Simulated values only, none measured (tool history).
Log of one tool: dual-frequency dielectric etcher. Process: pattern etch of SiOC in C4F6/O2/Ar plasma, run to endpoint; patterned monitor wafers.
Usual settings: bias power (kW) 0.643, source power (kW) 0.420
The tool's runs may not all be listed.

| run | hour | bias power (kW) | source power (kW) | wafers since the last listed run | hours since the last wet clean | hours since the last bias power generator calibration | hours since the last source power generator calibration | hours since the last upper electrode change | incoming incoming film thickness, nm | endpoint time (s) |
|---|---|---|---|---|---|---|---|---|---|---|
| 1 | 0.0 | 0.643 | 0.420 | 0 | 312.3 | 2522.4 | 3675.4 | 3640.9 | 49.99 | 14.3 |
| 2 | 69.3 | 0.643 | 0.420 | 1345 | 381.6 | 2591.7 | 3744.7 | 3710.2 | 50.38 | 14.5 |
| 3 | 133.0 | 0.643 | 0.420 | 1236 | 445.3 | 2655.4 | 3808.4 | 3773.9 | 50.11 | 14.5 |
|  | 161.6 | wet clean of the chamber |
| 4 | 201.3 | 0.643 | 0.420 | 859 | 39.7 | 2723.7 | 3876.7 | 3842.2 | 50.07 | 13.8 |
| 5 | 230.0 | 0.643 | 0.420 | 557 | 68.4 | 2752.4 | 3905.4 | 3870.9 | 50.22 | 13.8 |
| 6 | 272.4 | 0.643 | 0.420 | 822 | 110.8 | 2794.8 | 3947.8 | 3913.3 | 49.35 | 13.8 |
| 7 | 320.9 | 0.643 | 0.420 | 941 | 159.3 | 2843.3 | 3996.3 | 3961.8 | 50.15 | 14.0 |
| 8 | 360.2 | 0.643 | 0.420 | 762 | 198.6 | 2882.6 | 4035.6 | 4001.1 | 49.77 | 14.1 |
| 9 | 410.3 | 0.643 | 0.420 | 972 | 248.7 | 2932.7 | 4085.7 | 4051.2 | 50.31 | 14.3 |
| 10 | 447.9 | 0.643 | 0.420 | 729 | 286.3 | 2970.3 | 4123.3 | 4088.8 | 49.86 | 14.2 |
| 11 | 488.9 | 0.592 | 0.460 | 795 | 327.3 | 3011.3 | 4164.3 | 4129.8 | 50.15 | 14.3 |
| 12 | 519.3 | 0.592 | 0.460 | 590 | 357.7 | 3041.7 | 4194.7 | 4160.2 | 49.51 | 14.2 |
|  | 594.7 | wet clean of the chamber |
| 13 | 595.2 | 0.643 | 0.420 | 1007 | 0.5 | 3117.6 | 4270.6 | 4236.1 | 50.09 | 13.8 |
|  | 614.1 | bias power generator calibrated |
| 14 | 616.5 | 0.643 | 0.420 | 335 | 21.8 | 2.4 | 4291.9 | 4257.4 | 49.90 | 13.8 |
| 15 | 642.5 | 0.643 | 0.420 | 504 | 47.8 | 28.4 | 4317.9 | 4283.4 | 50.04 | 13.9 |
| 16 | 696.4 | 0.708 | 0.420 | 1046 | 101.7 | 82.3 | 4371.8 | 4337.3 | 49.58 | 13.3 |
| 17 | 761.7 | 0.643 | 0.500 | 1267 | 167.0 | 147.6 | 4437.1 | 4402.6 | 49.92 | 13.2 |
| 18 | 798.6 | 0.643 | 0.420 | 716 | 203.9 | 184.5 | 4474.0 | 4439.5 | 50.13 | 14.2 |
| 19 | 867.0 | 0.700 | 0.420 | 1327 | 272.3 | 252.9 | 4542.4 | 4507.9 | 49.52 | 13.7 |
| 20 | 916.8 | 0.643 | 0.420 | 966 | 322.1 | 302.7 | 4592.2 | 4557.7 | 49.74 | 14.4 |
|  | 976.7 | source power generator calibrated |
|  | 982.2 | upper electrode replaced |
| 21 | 982.7 | 0.538 | 0.330 | 1093 | 388.0 | 368.6 | 6.0 | 0.5 | 50.03 | 17.1 |
| 22 | 1033.5 | 0.484 | 0.420 | 986 | 438.8 | 419.4 | 56.8 | 51.3 | 49.87 | 16.2 |
|  | 1075.6 | wet clean of the chamber |
| 23 | 1100.6 | 0.523 | 0.360 | 836 | 25.0 | 486.5 | 123.9 | 118.4 | 49.73 | 15.9 |
| 24 | 1149.0 | 0.493 | 0.520 | 939 | 73.4 | 534.9 | 172.3 | 166.8 | 50.23 | 14.2 |
| 25 | 1184.8 | 0.643 | 0.370 | 694 | 109.2 | 570.7 | 208.1 | 202.6 | 50.15 | 14.7 |
| 26 | 1210.8 | 0.743 | 0.340 | 504 | 135.2 | 596.7 | 234.1 | 228.6 | 49.96 | 14.3 |
| 27 | 1255.6 | 0.643 | 0.420 | 869 | 180.0 | 641.5 | 278.9 | 273.4 | 50.32 | 14.2 |
| 28 | 1289.2 | 0.689 | 0.480 | 652 | 213.6 | 675.1 | 312.5 | 307.0 | 49.79 | 13.1 |

The tool's hidden state at each run:
bias power that arrives over what is set, %: 0 in every run
source power that arrives over what is set, %: 0 in every run
H1: etch rate over this chamber's usual, %
| run | H1 |
|---|---|
| 1 | -3.32 |
| 2 | -4.19 |
| 3 | -4.99 |
| 4 | -0.203 |
| 5 | -0.564 |
| 6 | -1.1 |
| 7 | -1.71 |
| 8 | -2.2 |
| 9 | -2.83 |
| 10 | -3.3 |
| 11 | -3.82 |
| 12 | -4.2 |
| 13 | -0.153 |
| 14 | -0.421 |
| 15 | -0.748 |
| 16 | -1.43 |
| 17 | -2.25 |
| 18 | -2.71 |
| 19 | -3.57 |
| 20 | -4.2 |
| 21 | -5.03 |
| 22 | -5.67 |
| 23 | 0.155 |
| 24 | -0.454 |
| 25 | -0.904 |
| 26 | -1.23 |
| 27 | -1.79 |
| 28 | -2.22 |
